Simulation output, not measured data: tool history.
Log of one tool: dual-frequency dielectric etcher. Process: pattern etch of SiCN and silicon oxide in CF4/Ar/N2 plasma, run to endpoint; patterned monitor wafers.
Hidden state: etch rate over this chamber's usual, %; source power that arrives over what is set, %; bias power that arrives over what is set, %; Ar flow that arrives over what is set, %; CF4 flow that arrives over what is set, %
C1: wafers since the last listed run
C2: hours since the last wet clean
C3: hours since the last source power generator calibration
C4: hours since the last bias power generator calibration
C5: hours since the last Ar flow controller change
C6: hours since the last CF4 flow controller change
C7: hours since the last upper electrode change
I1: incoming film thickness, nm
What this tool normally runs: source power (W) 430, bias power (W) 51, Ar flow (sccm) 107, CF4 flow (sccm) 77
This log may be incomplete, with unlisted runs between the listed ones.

{"run": 1, "hour": 0.0, "source power (W)": 430, "bias power (W)": 51, "Ar flow (sccm)": 107, "CF4 flow (sccm)": 69, "C1": 0, "C2": 344.6, "C3": 2859.9, "C4": 4306, "C5": 5281.3, "C6": 2611.8, "C7": 4422.2, "I1": 15.11, "endpoint time (s)": 20.2}
{"run": 2, "hour": 13.6, "source power (W)": 430, "bias power (W)": 51, "Ar flow (sccm)": 107, "CF4 flow (sccm)": 69, "C1": 184, "C2": 358.2, "C3": 2873.5, "C4": 4319.6, "C5": 5294.9, "C6": 2625.4, "C7": 4435.8, "I1": 15.09, "endpoint time (s)": 20.4}
{"run": 3, "hour": 23.4, "source power (W)": 430, "bias power (W)": 51, "Ar flow (sccm)": 107, "CF4 flow (sccm)": 69, "C1": 132, "C2": 368, "C3": 2883.3, "C4": 4329.4, "C5": 5304.7, "C6": 2635.2, "C7": 4445.6, "I1": 15.21, "endpoint time (s)": 20.6}
{"run": 4, "hour": 30.8, "source power (W)": 430, "bias power (W)": 51, "Ar flow (sccm)": 107, "CF4 flow (sccm)": 77, "C1": 100, "C2": 375.4, "C3": 2890.7, "C4": 4336.8, "C5": 5312.1, "C6": 2642.6, "C7": 4453, "I1": 15.17, "endpoint time (s)": 20.2}
{"run": 5, "hour": 46.4, "source power (W)": 470, "bias power (W)": 51, "Ar flow (sccm)": 107, "CF4 flow (sccm)": 77, "C1": 211, "C2": 391, "C3": 2906.3, "C4": 4352.4, "C5": 5327.7, "C6": 2658.2, "C7": 4468.6, "I1": 15.1, "endpoint time (s)": 18.9}
{"run": 6, "hour": 53.5, "source power (W)": 470, "bias power (W)": 51, "Ar flow (sccm)": 107, "CF4 flow (sccm)": 77, "C1": 96, "C2": 398.1, "C3": 2913.4, "C4": 4359.5, "C5": 5334.8, "C6": 2665.3, "C7": 4475.7, "I1": 15.05, "endpoint time (s)": 18.9}
{"run": 7, "hour": 70.3, "source power (W)": 470, "bias power (W)": 51, "Ar flow (sccm)": 107, "CF4 flow (sccm)": 77, "C1": 227, "C2": 414.9, "C3": 2930.2, "C4": 4376.3, "C5": 5351.6, "C6": 2682.1, "C7": 4492.5, "I1": 15.13, "endpoint time (s)": 19}
{"run": 8, "hour": 76.5, "source power (W)": 430, "bias power (W)": 51, "Ar flow (sccm)": 98, "CF4 flow (sccm)": 77, "C1": 83, "C2": 421.1, "C3": 2936.4, "C4": 4382.5, "C5": 5357.8, "C6": 2688.3, "C7": 4498.7, "I1": 15.15, "endpoint time (s)": 19.6}
{"run": 9, "hour": 92.1, "source power (W)": 430, "bias power (W)": 51, "Ar flow (sccm)": 91, "CF4 flow (sccm)": 77, "C1": 211, "C2": 436.7, "C3": 2952, "C4": 4398.1, "C5": 5373.4, "C6": 2703.9, "C7": 4514.3, "I1": 15.26, "endpoint time (s)": 19.7}
{"hour": 121.0, "done": "wet clean of the chamber"}
{"hour": 124.7, "done": "bias power generator calibrated"}
{"run": 10, "hour": 125.2, "source power (W)": 430, "bias power (W)": 51, "Ar flow (sccm)": 107, "CF4 flow (sccm)": 77, "C1": 73, "C2": 4.2, "C3": 2985.1, "C4": 0.5, "C5": 5406.5, "C6": 2737, "C7": 4547.4, "I1": 15.11, "endpoint time (s)": 18.9}
{"run": 11, "hour": 125.5, "source power (W)": 430, "bias power (W)": 51, "Ar flow (sccm)": 107, "CF4 flow (sccm)": 77, "C1": 4, "C2": 4.5, "C3": 2985.4, "C4": 0.8, "C5": 5406.8, "C6": 2737.3, "C7": 4547.7, "I1": 15.19, "endpoint time (s)": 19.1}
{"run": 12, "hour": 125.8, "source power (W)": 490, "bias power (W)": 51, "Ar flow (sccm)": 107, "CF4 flow (sccm)": 77, "C1": 4, "C2": 4.8, "C3": 2985.7, "C4": 1.1, "C5": 5407.1, "C6": 2737.6, "C7": 4548, "I1": 15.15, "endpoint time (s)": 17.3}
{"hour": 142.7, "done": "CF4 flow controller replaced"}
{"run": 13, "hour": 148.8, "source power (W)": 430, "bias power (W)": 51, "Ar flow (sccm)": 107, "CF4 flow (sccm)": 77, "C1": 230, "C2": 27.8, "C3": 3008.7, "C4": 24.1, "C5": 5430.1, "C6": 6.1, "C7": 4571, "I1": 15.11, "endpoint time (s)": 19}

Run 14, settings as shown, results not yet in. Your forecast:
{"run": 14, "hour": 159.1, "source power (W)": 480, "bias power (W)": 61, "Ar flow (sccm)": 133, "CF4 flow (sccm)": 93, "C1": 139, "C2": 38.1, "C3": 3019, "C4": 34.4, "C5": 5440.4, "C6": 16.4, "C7": 4581.3, "I1": 15.18, "endpoint time (s)": "?"}

endpoint time (s): 16.7
Take away the tool's hidden state, keep the run-to-run variation as it was, and the same run would have given endpoint time (s) 16.9.
